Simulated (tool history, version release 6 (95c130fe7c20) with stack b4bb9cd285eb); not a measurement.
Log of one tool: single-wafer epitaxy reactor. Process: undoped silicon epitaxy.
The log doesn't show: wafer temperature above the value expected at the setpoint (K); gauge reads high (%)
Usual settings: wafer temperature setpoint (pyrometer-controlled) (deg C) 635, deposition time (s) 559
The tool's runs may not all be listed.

run	hour	wafer temperature setpoint (pyrometer-controlled) (deg C)	deposition time (s)	wafers since the last listed run	hours since the last pyrometer calibration	hours since the gauge calibration	read-back reference wafer on the same gauge, thickness_nm	mean film thickness on the monitor wafer (angstrom)
1	0.0	625	559	0	1114.5	42.3	65.210	452.82
2	13.2	625	559	60	1127.7	55.5	65.220	451.04
3	28.2	635	587	68	1142.7	70.5	65.309	599.46
4	44.8	635	587	76	1159.3	87.1	65.239	602.65
5	55.5	630	502	49	1170.0	97.8	65.266	455.10
6	72.8	630	502	79	1187.3	115.1	65.281	458.03
7	88.2	630	502	70	1202.7	130.5	65.206	456.68
8	95.7	635	559	34	1210.2	138.0	65.153	572.00
9	106.7	635	559	50	1221.2	149.0	65.106	575.11
10	114.8	645	647	37	1229.3	157.1	65.177	833.98
11	127.8	645	647	59	1242.3	170.1	65.184	831.98
12	138.9	645	647	50	1253.4	181.2	65.271	831.35
13	145.7	635	559	31	1260.2	188.0	65.159	568.05
14	162.5	635	559	77	1277.0	204.8	65.288	568.81
15	169.6	630	502	32	1284.1	211.9	65.233	456.14
16	177.9	648	517	38	1292.4	220.2	65.306	713.62
17	195.4	625	559	80	1309.9	237.7	65.145	453.87
18	203.6	635	559	37	1318.1	245.9	65.208	566.48
19	218.8	629	670	69	1333.3	261.1	65.208	591.69
# hour 221.5: gauge calibrated
# hour 248.6: pyrometer calibrated
20	249.1	625	507	102	0.5	27.6	65.264	467.30
21	249.5	621	621	1	0.9	28.0	65.197	520.34
22	259.4	650	559	45	10.8	37.9	65.277	913.60
23	268.0	628	633	39	19.4	46.5	65.234	627.31
24	281.9	645	647	63	33.3	60.4	65.166	943.41
25	297.9	641	525	73	49.3	76.4	65.199	694.96
26	307.3	643	643	43	58.7	85.8	65.266	883.52
27	323.2	640	487	72	74.6	101.7	65.288	625.57
28	329.4	647	663	28	80.8	107.9	65.217	995.97
29	346.8	621	559	79	98.2	125.3	65.295	457.30

Forecast each of these 4 alternatives for the next run:
A	347.4	635	559	2	98.8	125.9	?	?
B	347.4	635	496	2	98.8	125.9	?	?
C	347.4	630	559	2	98.8	125.9	?	?
D	347.4	624	593	2	98.8	125.9	?	?

run	read-back reference wafer on the same gauge, thickness_nm	mean film thickness on the monitor wafer (angstrom)
A	65.237	630.51
B	65.237	559.45
C	65.237	561.42
D	65.237	517.24
Without the tool's hidden state the same runs would have given:
run	mean film thickness on the monitor wafer (angstrom)
A	657.76
B	583.63
C	585.97
D	540.17

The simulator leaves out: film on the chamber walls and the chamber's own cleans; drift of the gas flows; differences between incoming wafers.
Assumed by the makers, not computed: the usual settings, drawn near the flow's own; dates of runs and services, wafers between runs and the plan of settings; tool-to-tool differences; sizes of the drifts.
